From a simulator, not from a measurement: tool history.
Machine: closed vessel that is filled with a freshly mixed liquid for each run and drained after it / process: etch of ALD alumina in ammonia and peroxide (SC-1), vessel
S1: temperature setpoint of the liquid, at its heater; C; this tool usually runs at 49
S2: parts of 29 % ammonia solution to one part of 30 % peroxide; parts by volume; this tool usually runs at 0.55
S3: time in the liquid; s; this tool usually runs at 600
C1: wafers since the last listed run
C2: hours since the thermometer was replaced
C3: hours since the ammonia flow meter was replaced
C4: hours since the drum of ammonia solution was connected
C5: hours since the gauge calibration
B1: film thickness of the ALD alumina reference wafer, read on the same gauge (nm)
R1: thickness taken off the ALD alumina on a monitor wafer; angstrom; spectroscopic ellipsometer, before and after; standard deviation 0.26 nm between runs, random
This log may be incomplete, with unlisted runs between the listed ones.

run	hour	S1	S2	S3	C1	C2	C3	C4	C5	B1	R1
1	0	49	0.55	600	0	550.1	308.6	47.1	437.8	60	332.7
2	50.9	49	0.55	600	2569	601	359.5	98	488.7	59.99	337.6
3	104.4	49	0.55	600	2700	654.5	413	151.5	542.2	60.01	333.1
4	155.5	49	0.55	600	2579	705.6	464.1	202.6	593.3	60	336.6
# hour 170.7: gauge calibrated
# hour 197.1: ammonia flow meter replaced
5	207.7	49	0.55	600	2584	757.8	10.6	254.8	37	60.02	336.7
6	232.4	49	0.55	600	1246	782.5	35.3	279.5	61.7	60	336.8
7	263.2	55.5	0.55	715	1554	813.3	66.1	310.3	92.5	59.99	567.3
8	329.2	55.5	0.55	715	3331	879.3	132.1	376.3	158.5	60	557.9
9	389	49	0.55	600	3018	939.1	191.9	436.1	218.3	59.99	335.3
10	455.8	49	0.4	475	3372	1005.9	258.7	502.9	285.1	60	259.9
11	490.1	49	0.55	600	1731	1040.2	293	537.2	319.4	60.02	339.6
12	525.2	49	0.55	600	1771	1075.3	328.1	572.3	354.5	59.99	338.8
13	557.6	49	0.55	600	1635	1107.7	360.5	604.7	386.9	60	341.4
14	585	53.5	0.55	600	1383	1135.1	387.9	632.1	414.3	59.99	431.6
# hour 627.7: thermometer replaced
15	652.6	49	0.55	600	3362	24.9	455.5	699.7	481.9	60	323.7
16	721.3	49	0.65	765	3468	93.6	524.2	768.4	550.6	60	422
17	746.7	43	0.55	325	1282	119	549.6	793.8	576	60.01	125.4
# hour 759.9: ammonia flow meter replaced
18	777.2	55.5	0.55	715	1489	149.5	17.3	824.3	606.5	60	552.7
19	822.6	49	0.8	600	2291	194.9	62.7	869.7	651.9	59.99	341.3
# hour 849.1: gauge calibrated
# hour 870.2: new drum of ammonia solution connected
20	871.2	49	0.55	600	2403	243.5	111.3	1	22.1	59.99	326.6
21	921.5	54	0.3	825	2539	293.8	161.6	51.3	72.4	59.98	555.8
22	952.9	49	0.55	600	1585	325.2	193	82.7	103.8	60.03	325.6
23	1018.3	45	0.65	305	3301	390.6	258.4	148.1	169.2	60	136.1
24	1053.6	58	0.4	600	1782	425.9	293.7	183.4	204.5	60.01	514.3
25	1123.7	49	0.55	600	3538	496	363.8	253.5	274.6	59.99	333.4
26	1150.2	45	0.4	600	1337	522.5	390.3	280	301.1	59.99	257.3

Each run again, without the hidden state but with its own random variation kept:
Hidden state at play: liquid hotter than its thermometer reads (K); ammonia flow below the setpoint (%); ammonia solution weaker than its label (%); gauge reads high (%).
run	R1
1	324.5
2	328.8
3	323.6
4	326.3
5	325.8
6	325.4
7	548.4
8	537.9
9	321.8
10	248.8
11	324.7
12	323.4
13	325.3
14	411.6
15	323
16	419.9
17	124.6
18	548.9
19	338.1
20	323
21	548.7
22	320.9
23	133.8
24	505.3
25	326.3
26	251.3
